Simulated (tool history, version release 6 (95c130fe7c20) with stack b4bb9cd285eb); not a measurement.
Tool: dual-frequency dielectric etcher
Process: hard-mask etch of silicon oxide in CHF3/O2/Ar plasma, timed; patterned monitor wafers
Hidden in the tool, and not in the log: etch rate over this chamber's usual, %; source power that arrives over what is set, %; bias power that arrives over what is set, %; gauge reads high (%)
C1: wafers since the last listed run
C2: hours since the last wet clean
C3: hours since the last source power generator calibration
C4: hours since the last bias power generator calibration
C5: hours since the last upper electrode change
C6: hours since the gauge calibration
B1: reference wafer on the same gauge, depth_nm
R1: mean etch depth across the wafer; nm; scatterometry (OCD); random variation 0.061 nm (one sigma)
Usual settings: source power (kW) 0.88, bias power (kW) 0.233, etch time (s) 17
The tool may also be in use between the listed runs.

run 1 hour=0 | source_power_(kW)=0.88 bias_power_(kW)=0.233 etch_time_(s)=14 | C1=0 C2=34.5 C3=2948.9 C4=3293.8 C5=4543.3 C6=175 | B1=36.7 | R1=33.54
run 2 hour=103.7 | source_power_(kW)=0.88 bias_power_(kW)=0.233 etch_time_(s)=17 | C1=1532 C2=138.2 C3=3052.6 C4=3397.5 C5=4647 C6=278.7 | B1=36.71 | R1=40.9
run 3 hour=134.3 | source_power_(kW)=0.88 bias_power_(kW)=0.233 etch_time_(s)=17 | C1=452 C2=168.8 C3=3083.2 C4=3428.1 C5=4677.6 C6=309.3 | B1=36.69 | R1=40.78
run 4 hour=233.7 | source_power_(kW)=0.88 bias_power_(kW)=0.233 etch_time_(s)=13.5 | C1=1469 C2=268.2 C3=3182.6 C4=3527.5 C5=4777 C6=408.7 | B1=36.7 | R1=32.48
run 5 hour=256.9 | source_power_(kW)=0.88 bias_power_(kW)=0.22 etch_time_(s)=17 | C1=342 C2=291.4 C3=3205.8 C4=3550.7 C5=4800.2 C6=431.9 | B1=36.7 | R1=40.48
run 6 hour=292.2 | source_power_(kW)=0.88 bias_power_(kW)=0.22 etch_time_(s)=17 | C1=521 C2=326.7 C3=3241.1 C4=3586 C5=4835.5 C6=467.2 | B1=36.7 | R1=40.36
-- hour=298.1 bias power generator calibrated
run 7 hour=319.9 | source_power_(kW)=0.88 bias_power_(kW)=0.233 etch_time_(s)=17 | C1=350 C2=354.4 C3=3268.8 C4=21.8 C5=4863.2 C6=494.9 | B1=36.69 | R1=40.91
run 8 hour=332.7 | source_power_(kW)=0.88 bias_power_(kW)=0.233 etch_time_(s)=17 | C1=189 C2=367.2 C3=3281.6 C4=34.6 C5=4876 C6=507.7 | B1=36.69 | R1=40.99
-- hour=347.7 gauge calibrated
run 9 hour=361.4 | source_power_(kW)=0.88 bias_power_(kW)=0.233 etch_time_(s)=17 | C1=424 C2=395.9 C3=3310.3 C4=63.3 C5=4904.7 C6=13.7 | B1=36.7 | R1=40.94
-- hour=402.8 upper electrode replaced
run 10 hour=403.3 | source_power_(kW)=0.88 bias_power_(kW)=0.233 etch_time_(s)=17 | C1=264 C2=437.8 C3=3352.2 C4=105.2 C5=0.5 C6=55.6 | B1=36.7 | R1=40.92
run 11 hour=420.8 | source_power_(kW)=1 bias_power_(kW)=0.285 etch_time_(s)=19.5 | C1=258 C2=455.3 C3=3369.7 C4=122.7 C5=18 C6=73.1 | B1=36.7 | R1=52.13
run 12 hour=456.4 | source_power_(kW)=0.88 bias_power_(kW)=0.22 etch_time_(s)=17 | C1=526 C2=490.9 C3=3405.3 C4=158.3 C5=53.6 C6=108.7 | B1=36.7 | R1=40.45
run 13 hour=486.2 | source_power_(kW)=0.88 bias_power_(kW)=0.233 etch_time_(s)=17 | C1=440 C2=520.7 C3=3435.1 C4=188.1 C5=83.4 C6=138.5 | B1=36.69 | R1=41.01
run 14 hour=511.3 | source_power_(kW)=1.01 bias_power_(kW)=0.289 etch_time_(s)=13 | C1=371 C2=545.8 C3=3460.2 C4=213.2 C5=108.5 C6=163.6 | B1=36.7 | R1=35.01
-- hour=550.2 wet clean of the chamber
-- hour=562 source power generator calibrated
run 15 hour=594.1 | source_power_(kW)=0.88 bias_power_(kW)=0.233 etch_time_(s)=17 | C1=810 C2=43.9 C3=32.1 C4=296 C5=191.3 C6=246.4 | B1=36.7 | R1=40.81
run 16 hour=616.4 | source_power_(kW)=0.81 bias_power_(kW)=0.233 etch_time_(s)=17 | C1=329 C2=66.2 C3=54.4 C4=318.3 C5=213.6 C6=268.7 | B1=36.7 | R1=39.46
run 17 hour=648.9 | source_power_(kW)=0.88 bias_power_(kW)=0.233 etch_time_(s)=17 | C1=480 C2=98.7 C3=86.9 C4=350.8 C5=246.1 C6=301.2 | B1=36.69 | R1=40.75
run 18 hour=672.1 | source_power_(kW)=0.88 bias_power_(kW)=0.263 etch_time_(s)=13 | C1=342 C2=121.9 C3=110.1 C4=374 C5=269.3 C6=324.4 | B1=36.7 | R1=32.24
run 19 hour=706.1 | source_power_(kW)=0.88 bias_power_(kW)=0.233 etch_time_(s)=20.5 | C1=502 C2=155.9 C3=144.1 C4=408 C5=303.3 C6=358.4 | B1=36.7 | R1=49.44
run 20 hour=719.6 | source_power_(kW)=0.88 bias_power_(kW)=0.265 etch_time_(s)=20.5 | C1=199 C2=169.4 C3=157.6 C4=421.5 C5=316.8 C6=371.9 | B1=36.7 | R1=50.96
run 21 hour=748.8 | source_power_(kW)=0.88 bias_power_(kW)=0.254 etch_time_(s)=17 | C1=431 C2=198.6 C3=186.8 C4=450.7 C5=346 C6=401.1 | B1=36.71 | R1=41.8

Here are 4 independent what-if runs from the current tool condition. What would each one return?
run A hour=749.2 | source_power_(kW)=0.72 bias_power_(kW)=0.233 etch_time_(s)=17 | C1=5 C2=199 C3=187.2 C4=451.1 C5=346.4 C6=401.5 | B1=? | R1=?
run B hour=749.2 | source_power_(kW)=0.88 bias_power_(kW)=0.26 etch_time_(s)=12.5 | C1=5 C2=199 C3=187.2 C4=451.1 C5=346.4 C6=401.5 | B1=? | R1=?
run C hour=749.2 | source_power_(kW)=0.67 bias_power_(kW)=0.19 etch_time_(s)=13 | C1=5 C2=199 C3=187.2 C4=451.1 C5=346.4 C6=401.5 | B1=? | R1=?
run D hour=749.2 | source_power_(kW)=0.8 bias_power_(kW)=0.199 etch_time_(s)=17 | C1=5 C2=199 C3=187.2 C4=451.1 C5=346.4 C6=401.5 | B1=? | R1=?

run=A B1=36.7 R1=37.84
run=B B1=36.7 R1=30.99
run=C B1=36.7 R1=26.75
run=D B1=36.7 R1=37.96
Had the tool no hidden state, the same runs would have come out as:
run=A R1=37.73
run=B R1=30.9
run=C R1=26.67
run=D R1=37.85

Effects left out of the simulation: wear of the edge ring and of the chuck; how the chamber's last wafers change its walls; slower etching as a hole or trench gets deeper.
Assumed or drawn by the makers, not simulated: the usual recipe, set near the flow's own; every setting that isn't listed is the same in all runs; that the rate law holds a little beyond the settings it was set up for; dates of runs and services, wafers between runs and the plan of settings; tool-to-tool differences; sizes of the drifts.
